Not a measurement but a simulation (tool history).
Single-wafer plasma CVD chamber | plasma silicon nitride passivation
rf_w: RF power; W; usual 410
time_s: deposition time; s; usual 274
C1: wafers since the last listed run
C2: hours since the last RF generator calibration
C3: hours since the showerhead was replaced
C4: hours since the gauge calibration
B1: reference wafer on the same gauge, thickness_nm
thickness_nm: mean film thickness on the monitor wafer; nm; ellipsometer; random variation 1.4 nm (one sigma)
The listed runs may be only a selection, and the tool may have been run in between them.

{"run": 1, "hour": 0.0, "rf_w": 440, "time_s": 258, "C1": 0, "C2": 1444.6, "C3": 1074.3, "C4": 1712.1, "B1": 371.774, "thickness_nm": 379.07}
{"run": 2, "hour": 158.3, "rf_w": 440, "time_s": 258, "C1": 1292, "C2": 1602.9, "C3": 1232.6, "C4": 1870.4, "B1": 370.781, "thickness_nm": 375.047}
{"run": 3, "hour": 249.8, "rf_w": 410, "time_s": 318, "C1": 747, "C2": 1694.4, "C3": 1324.1, "C4": 1961.9, "B1": 370.782, "thickness_nm": 454.31}
{"hour": 289.3, "done": "RF generator calibrated"}
{"run": 4, "hour": 343.5, "rf_w": 410, "time_s": 318, "C1": 699, "C2": 54.2, "C3": 1417.8, "C4": 2055.6, "B1": 371.232, "thickness_nm": 466.34}
{"run": 5, "hour": 418.8, "rf_w": 410, "time_s": 304, "C1": 614, "C2": 129.5, "C3": 1493.1, "C4": 2130.9, "B1": 371.263, "thickness_nm": 446.589}
{"run": 6, "hour": 490.3, "rf_w": 410, "time_s": 304, "C1": 583, "C2": 201.0, "C3": 1564.6, "C4": 2202.4, "B1": 370.571, "thickness_nm": 446.41}
{"run": 7, "hour": 554.1, "rf_w": 385, "time_s": 274, "C1": 520, "C2": 264.8, "C3": 1628.4, "C4": 2266.2, "B1": 371.112, "thickness_nm": 392.928}
{"run": 8, "hour": 628.7, "rf_w": 410, "time_s": 292, "C1": 609, "C2": 339.4, "C3": 1703.0, "C4": 2340.8, "B1": 371.115, "thickness_nm": 426.774}
{"run": 9, "hour": 696.0, "rf_w": 410, "time_s": 274, "C1": 549, "C2": 406.7, "C3": 1770.3, "C4": 2408.1, "B1": 371.159, "thickness_nm": 399.056}
{"run": 10, "hour": 771.6, "rf_w": 410, "time_s": 274, "C1": 617, "C2": 482.3, "C3": 1845.9, "C4": 2483.7, "B1": 370.786, "thickness_nm": 399.98}
{"run": 11, "hour": 871.0, "rf_w": 410, "time_s": 274, "C1": 811, "C2": 581.7, "C3": 1945.3, "C4": 2583.1, "B1": 371.334, "thickness_nm": 398.346}
{"hour": 884.0, "done": "gauge calibrated"}
{"run": 12, "hour": 912.2, "rf_w": 410, "time_s": 274, "C1": 336, "C2": 622.9, "C3": 1986.5, "C4": 28.2, "B1": 371.288, "thickness_nm": 399.737}
{"run": 13, "hour": 978.7, "rf_w": 410, "time_s": 274, "C1": 542, "C2": 689.4, "C3": 2053.0, "C4": 94.7, "B1": 371.011, "thickness_nm": 400.256}
{"run": 14, "hour": 1040.9, "rf_w": 410, "time_s": 274, "C1": 507, "C2": 751.6, "C3": 2115.2, "C4": 156.9, "B1": 370.599, "thickness_nm": 399.24}
{"run": 15, "hour": 1095.8, "rf_w": 410, "time_s": 248, "C1": 448, "C2": 806.5, "C3": 2170.1, "C4": 211.8, "B1": 371.842, "thickness_nm": 359.863}
{"run": 16, "hour": 1134.3, "rf_w": 410, "time_s": 248, "C1": 314, "C2": 845.0, "C3": 2208.6, "C4": 250.3, "B1": 371.292, "thickness_nm": 360.335}
{"run": 17, "hour": 1228.1, "rf_w": 410, "time_s": 248, "C1": 765, "C2": 938.8, "C3": 2302.4, "C4": 344.1, "B1": 370.703, "thickness_nm": 361.883}
{"run": 18, "hour": 1323.0, "rf_w": 410, "time_s": 274, "C1": 774, "C2": 1033.7, "C3": 2397.3, "C4": 439.0, "B1": 371.379, "thickness_nm": 395.572}
{"run": 19, "hour": 1389.9, "rf_w": 410, "time_s": 274, "C1": 546, "C2": 1100.6, "C3": 2464.2, "C4": 505.9, "B1": 370.987, "thickness_nm": 396.185}
{"run": 20, "hour": 1449.0, "rf_w": 410, "time_s": 274, "C1": 482, "C2": 1159.7, "C3": 2523.3, "C4": 565.0, "B1": 370.351, "thickness_nm": 398.215}
{"run": 21, "hour": 1505.5, "rf_w": 410, "time_s": 274, "C1": 461, "C2": 1216.2, "C3": 2579.8, "C4": 621.5, "B1": 371.091, "thickness_nm": 393.809}
{"run": 22, "hour": 1553.0, "rf_w": 340, "time_s": 305, "C1": 387, "C2": 1263.7, "C3": 2627.3, "C4": 669.0, "B1": 371.236, "thickness_nm": 421.346}
{"run": 23, "hour": 1657.1, "rf_w": 365, "time_s": 321, "C1": 849, "C2": 1367.8, "C3": 2731.4, "C4": 773.1, "B1": 371.699, "thickness_nm": 450.224}
{"run": 24, "hour": 1747.3, "rf_w": 475, "time_s": 256, "C1": 736, "C2": 1458.0, "C3": 2821.6, "C4": 863.3, "B1": 371.055, "thickness_nm": 382.924}
{"run": 25, "hour": 1820.6, "rf_w": 455, "time_s": 239, "C1": 598, "C2": 1531.3, "C3": 2894.9, "C4": 936.6, "B1": 371.607, "thickness_nm": 354.866}
{"run": 26, "hour": 1900.2, "rf_w": 455, "time_s": 220, "C1": 649, "C2": 1610.9, "C3": 2974.5, "C4": 1016.2, "B1": 371.72, "thickness_nm": 324.135}
{"run": 27, "hour": 2005.4, "rf_w": 410, "time_s": 274, "C1": 858, "C2": 1716.1, "C3": 3079.7, "C4": 1121.4, "B1": 371.225, "thickness_nm": 390.712}
{"run": 28, "hour": 2092.9, "rf_w": 410, "time_s": 304, "C1": 714, "C2": 1803.6, "C3": 3167.2, "C4": 1208.9, "B1": 371.218, "thickness_nm": 435.97}
{"hour": 2119.6, "done": "showerhead replaced"}
{"hour": 2136.6, "done": "RF generator calibrated"}
{"run": 29, "hour": 2137.1, "rf_w": 350, "time_s": 295, "C1": 230, "C2": 0.5, "C3": 17.5, "C4": 1253.1, "B1": 371.448, "thickness_nm": 416.221}
{"run": 30, "hour": 2178.1, "rf_w": 485, "time_s": 299, "C1": 334, "C2": 41.5, "C3": 58.5, "C4": 1294.1, "B1": 370.921, "thickness_nm": 455.182}
{"run": 31, "hour": 2241.7, "rf_w": 370, "time_s": 301, "C1": 519, "C2": 105.1, "C3": 122.1, "C4": 1357.7, "B1": 370.464, "thickness_nm": 428.581}
{"run": 32, "hour": 2291.7, "rf_w": 410, "time_s": 274, "C1": 408, "C2": 155.1, "C3": 172.1, "C4": 1407.7, "B1": 371.103, "thickness_nm": 402.471}
{"run": 33, "hour": 2354.1, "rf_w": 460, "time_s": 251, "C1": 509, "C2": 217.5, "C3": 234.5, "C4": 1470.1, "B1": 370.991, "thickness_nm": 376.553}
{"run": 34, "hour": 2428.5, "rf_w": 410, "time_s": 318, "C1": 607, "C2": 291.9, "C3": 308.9, "C4": 1544.5, "B1": 370.963, "thickness_nm": 465.272}
{"run": 35, "hour": 2535.2, "rf_w": 490, "time_s": 274, "C1": 871, "C2": 398.6, "C3": 415.6, "C4": 1651.2, "B1": 370.824, "thickness_nm": 415.521}
{"run": 36, "hour": 2581.9, "rf_w": 410, "time_s": 295, "C1": 381, "C2": 445.3, "C3": 462.3, "C4": 1697.9, "B1": 371.746, "thickness_nm": 430.204}
{"run": 37, "hour": 2657.1, "rf_w": 475, "time_s": 232, "C1": 613, "C2": 520.5, "C3": 537.5, "C4": 1773.1, "B1": 370.475, "thickness_nm": 349.689}
{"run": 38, "hour": 2762.0, "rf_w": 475, "time_s": 241, "C1": 856, "C2": 625.4, "C3": 642.4, "C4": 1878.0, "B1": 370.182, "thickness_nm": 361.17}
{"run": 39, "hour": 2824.8, "rf_w": 410, "time_s": 274, "C1": 512, "C2": 688.2, "C3": 705.2, "C4": 1940.8, "B1": 371.538, "thickness_nm": 397.39}
{"run": 40, "hour": 2919.3, "rf_w": 410, "time_s": 252, "C1": 771, "C2": 782.7, "C3": 799.7, "C4": 2035.3, "B1": 370.784, "thickness_nm": 364.359}
{"run": 41, "hour": 2981.7, "rf_w": 440, "time_s": 229, "C1": 509, "C2": 845.1, "C3": 862.1, "C4": 2097.7, "B1": 370.971, "thickness_nm": 337.405}
{"run": 42, "hour": 3034.6, "rf_w": 410, "time_s": 318, "C1": 431, "C2": 898.0, "C3": 915.0, "C4": 2150.6, "B1": 371.066, "thickness_nm": 462.16}
{"run": 43, "hour": 3102.3, "rf_w": 450, "time_s": 274, "C1": 552, "C2": 965.7, "C3": 982.7, "C4": 2218.3, "B1": 371.342, "thickness_nm": 404.228}

What differs in the tool's unlogged condition from the final listed run ahead of each entry between runs to the first listed run following it?
From run 3 to run 4: RF generator calibrated (hour 289.3)
  delivered RF power above the setpoint (%): -9.33 -> -0.293
  measured less the result without the state, thickness_nm: -10.632 -> -0.327 nm
From run 11 to run 12: gauge calibrated (hour 884.0)
  delivered RF power above the setpoint (%): -2.89 -> -3.09
  measured less the result without the state, thickness_nm: -2.785 -> -2.993 nm
From run 28 to run 29: showerhead replaced (hour 2119.6); RF generator calibrated (hour 2136.6)
  delivered RF power above the setpoint (%): -8.89 -> -0.956
  measured less the result without the state, thickness_nm: -9.697 -> -0.954 nm

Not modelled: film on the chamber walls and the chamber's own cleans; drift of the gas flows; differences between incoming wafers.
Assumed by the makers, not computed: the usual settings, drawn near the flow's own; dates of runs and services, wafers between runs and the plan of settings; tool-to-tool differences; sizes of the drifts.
